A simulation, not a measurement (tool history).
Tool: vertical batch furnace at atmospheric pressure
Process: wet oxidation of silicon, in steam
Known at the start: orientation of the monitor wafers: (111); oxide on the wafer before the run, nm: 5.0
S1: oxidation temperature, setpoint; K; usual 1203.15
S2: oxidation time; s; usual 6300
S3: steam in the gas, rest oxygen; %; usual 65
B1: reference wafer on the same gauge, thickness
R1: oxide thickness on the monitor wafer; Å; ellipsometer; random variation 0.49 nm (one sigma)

| run | hour | S1 | S2 | S3 | B1 | R1 |
|---|---|---|---|---|---|---|
| 1 | 0.0 | 1203.15 | 6300 | 65 | 323.20 | 3177.5 |
| 2 | 10.1 | 1203.15 | 6300 | 65 | 322.88 | 3183.0 |
| 3 | 19.3 | 1203.15 | 6300 | 65 | 323.03 | 3171.1 |
| 4 | 79.9 | 1203.15 | 8010 | 65 | 323.02 | 3769.0 |
| 5 | 90.2 | 1203.15 | 6300 | 65 | 323.15 | 3186.4 |
| 6 | 115.2 | 1203.15 | 6300 | 65 | 323.13 | 3181.0 |
| 7 | 132.2 | 1203.15 | 7140 | 65 | 322.93 | 3478.1 |
| 8 | 173.6 | 1203.15 | 7140 | 65 | 323.12 | 3478.3 |
| 9 | 195.2 | 1194.15 | 6300 | 65 | 322.91 | 2968.6 |
| 10 | 213.2 | 1194.15 | 6300 | 65 | 323.11 | 2964.0 |
| 11 | 235.9 | 1194.15 | 6300 | 65 | 323.08 | 2963.7 |
| 12 | 247.5 | 1203.15 | 8340 | 65 | 322.94 | 3868.5 |
| 13 | 261.1 | 1203.15 | 6300 | 65 | 322.91 | 3174.7 |
| 14 | 279.8 | 1203.15 | 6300 | 73 | 323.02 | 3461.9 |
| 15 | 295.0 | 1203.15 | 7530 | 72 | 322.81 | 3870.3 |
| 16 | 318.0 | 1203.15 | 6300 | 65 | 323.02 | 3187.2 |
| 17 | 328.3 | 1203.15 | 6300 | 65 | 322.95 | 3192.3 |
| 18 | 352.5 | 1203.15 | 6300 | 65 | 323.17 | 3177.2 |
| 19 | 372.5 | 1203.15 | 6300 | 65 | 323.00 | 3177.3 |
| 20 | 388.2 | 1203.15 | 5340 | 65 | 322.92 | 2828.3 |
| 21 | 405.0 | 1222.15 | 6300 | 65 | 322.89 | 3664.5 |
|  | 439.9 | steam generator serviced |
|  | 455.0 | thermocouples replaced and temperature profile calibrated |
| 22 | 455.5 | 1203.15 | 6300 | 65 | 323.05 | 3254.5 |

The next listed run, before its measurement:
|  | 465.8 | gauge calibrated |
| 23 | 467.1 | 1203.15 | 4320 | 65 | ? | ? |

B1: 323.05
R1: 2467.3 Å
Without the tool's hidden state the same run would have given R1 2470.0 Å.
